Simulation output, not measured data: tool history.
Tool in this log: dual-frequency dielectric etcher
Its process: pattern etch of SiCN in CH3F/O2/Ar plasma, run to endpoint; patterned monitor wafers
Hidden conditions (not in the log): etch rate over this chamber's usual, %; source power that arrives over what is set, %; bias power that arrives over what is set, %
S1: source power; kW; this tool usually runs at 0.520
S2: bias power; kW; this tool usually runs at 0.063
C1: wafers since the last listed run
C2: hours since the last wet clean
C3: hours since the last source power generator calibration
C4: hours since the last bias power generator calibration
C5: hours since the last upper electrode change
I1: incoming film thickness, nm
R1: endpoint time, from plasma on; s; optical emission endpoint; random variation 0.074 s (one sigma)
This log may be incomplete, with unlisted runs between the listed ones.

run,hour,S1,S2,C1,C2,C3,C4,C5,I1,R1
1,0.0,0.620,0.063,0,362.4,1465.6,3235.5,5620.6,10.70,23.2
2,17.4,0.620,0.063,168,379.8,1483.0,3252.9,5638.0,10.64,22.9
3,33.2,0.520,0.063,153,395.6,1498.8,3268.7,5653.8,10.63,25.5
4,42.9,0.520,0.063,94,405.3,1508.5,3278.4,5663.5,10.67,25.5
5,49.1,0.520,0.063,60,411.5,1514.7,3284.6,5669.7,10.60,25.4
6,64.1,0.470,0.053,145,426.5,1529.7,3299.6,5684.7,10.66,28.6
7,80.0,0.470,0.053,154,442.4,1545.6,3315.5,5700.6,10.65,28.6
8,94.7,0.470,0.053,142,457.1,1560.3,3330.2,5715.3,10.62,28.7
# hour 122.5: bias power generator calibrated
# hour 123.1: wet clean of the chamber
# hour 136.9: upper electrode replaced
9,137.4,0.470,0.063,235,14.3,1603.0,14.9,0.5,10.68,26.4
10,137.7,0.470,0.063,2,14.6,1603.3,15.2,0.8,10.48,26.0
11,139.1,0.470,0.063,13,16.0,1604.7,16.6,2.2,10.48,25.9
12,148.5,0.590,0.058,91,25.4,1614.1,26.0,11.6,10.73,23.8
# hour 153.9: source power generator calibrated
13,200.6,0.580,0.057,466,77.5,46.7,78.1,63.7,10.62,24.0
14,217.0,0.470,0.053,159,93.9,63.1,94.5,80.1,10.53,27.3
15,224.5,0.400,0.056,72,101.4,70.6,102.0,87.6,10.50,30.1
16,239.6,0.600,0.063,146,116.5,85.7,117.1,102.7,10.47,22.4
17,246.9,0.440,0.063,70,123.8,93.0,124.4,110.0,10.57,27.4
18,257.5,0.580,0.076,102,134.4,103.6,135.0,120.6,10.68,22.1
19,268.2,0.520,0.063,103,145.1,114.3,145.7,131.3,10.68,25.1
20,277.9,0.470,0.053,94,154.8,124.0,155.4,141.0,10.64,27.9
21,288.0,0.520,0.063,98,164.9,134.1,165.5,151.1,10.67,24.9
22,295.0,0.520,0.049,67,171.9,141.1,172.5,158.1,10.61,26.8
23,347.6,0.520,0.077,510,224.5,193.7,225.1,210.7,10.56,23.4

5 ways to go on from here, each from the tool as it stands after run 23. What would each give?
A,348.0,0.520,0.063,3,224.9,194.1,225.5,211.1,10.76,?
B,348.0,0.520,0.073,3,224.9,194.1,225.5,211.1,10.76,?
C,348.0,0.490,0.052,3,224.9,194.1,225.5,211.1,10.76,?
D,348.0,0.450,0.049,3,224.9,194.1,225.5,211.1,10.76,?
E,348.0,0.430,0.059,3,224.9,194.1,225.5,211.1,10.76,?

run,R1
A,25.2
B,24.0
C,27.7
D,29.7
E,29.0
Had the tool no hidden state, the same runs would have come out as:
run,R1
A,24.8
B,23.7
C,27.3
D,29.3
E,28.5

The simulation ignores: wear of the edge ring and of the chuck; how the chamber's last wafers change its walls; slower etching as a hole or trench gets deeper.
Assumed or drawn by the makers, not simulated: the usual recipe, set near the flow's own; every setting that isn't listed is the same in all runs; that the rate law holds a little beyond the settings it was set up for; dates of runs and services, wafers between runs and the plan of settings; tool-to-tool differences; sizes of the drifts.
